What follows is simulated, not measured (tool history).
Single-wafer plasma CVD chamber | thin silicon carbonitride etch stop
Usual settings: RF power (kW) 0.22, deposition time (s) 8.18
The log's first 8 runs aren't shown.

run,day,RF power (kW),deposition time (s),wafers since the last listed run,hours since the last thermocouple change,hours since the last RF generator calibration,hours since the showerhead was replaced,hours since the gauge calibration,"read-back reference wafer on the same gauge, thickness_nm",mean film thickness on the monitor wafer (angstrom)
9,4.158,0.22,8.18,488,1711.3,1844.7,5751.1,306.2,4.242,46.67
10,4.767,0.235,7.72,502,1725.9,1859.3,5765.7,320.8,4.242,45.03
11,5.138,0.235,7.72,306,1734.8,1868.2,5774.6,329.7,4.243,45
12,5.679,0.235,7.72,447,1747.8,1881.2,5787.6,342.7,4.239,45.19
13,6.362,0.22,8.18,564,1764.2,1897.6,5804,359.1,4.238,46.95
14,6.692,0.22,8.18,271,1772.1,1905.5,5811.9,367,4.233,47.06
# day 7.05: RF generator calibrated
# day 7.271: showerhead replaced
15,7.292,0.195,8.18,38,1786.5,5.8,0.5,381.4,4.242,45.28
16,7.583,0.22,8.18,240,1793.5,12.8,7.5,388.4,4.246,46.97
17,8.054,0.24,7.5,388,1804.8,24.1,18.8,399.7,4.243,43.93
18,8.654,0.18,7.35,495,1819.2,38.5,33.2,414.1,4.241,39.99
19,8.938,0.22,8.82,233,1826,45.3,40,420.9,4.243,50.43
20,9.458,0.24,8.76,429,1838.5,57.8,52.5,433.4,4.241,51.42
21,9.954,0.22,8.18,409,1850.4,69.7,64.4,445.3,4.239,47.05
# day 10.504: thermocouple changed; heater temperature recalibrated
22,10.542,0.25,7.71,209,0.9,83.8,78.5,459.4,4.234,45.53
23,10.975,0.235,9.23,357,11.3,94.2,88.9,469.8,4.239,53.81
24,11.408,0.22,8.18,357,21.7,104.6,99.3,480.2,4.24,47.09
25,11.662,0.205,8.79,209,27.8,110.7,105.4,486.3,4.239,49.49
# day 11.721: gauge calibrated
26,13.367,0.22,6.89,1406,68.7,151.6,146.3,39.5,4.24,39.5
27,14.096,0.22,8.18,601,86.2,169.1,163.8,57,4.241,47.14
28,14.679,0.24,7.5,481,100.2,183.1,177.8,71,4.238,43.82
29,15.225,0.195,9.08,450,113.3,196.2,190.9,84.1,4.244,50.26

Forecast run 30:
30,15.688,0.22,8.18,381,124.4,207.3,202,95.2,?,?

read-back reference wafer on the same gauge, thickness_nm: 4.243
mean film thickness on the monitor wafer (angstrom): 46.92
Without the tool's hidden state the same run would have given mean film thickness on the monitor wafer (angstrom) 46.92.
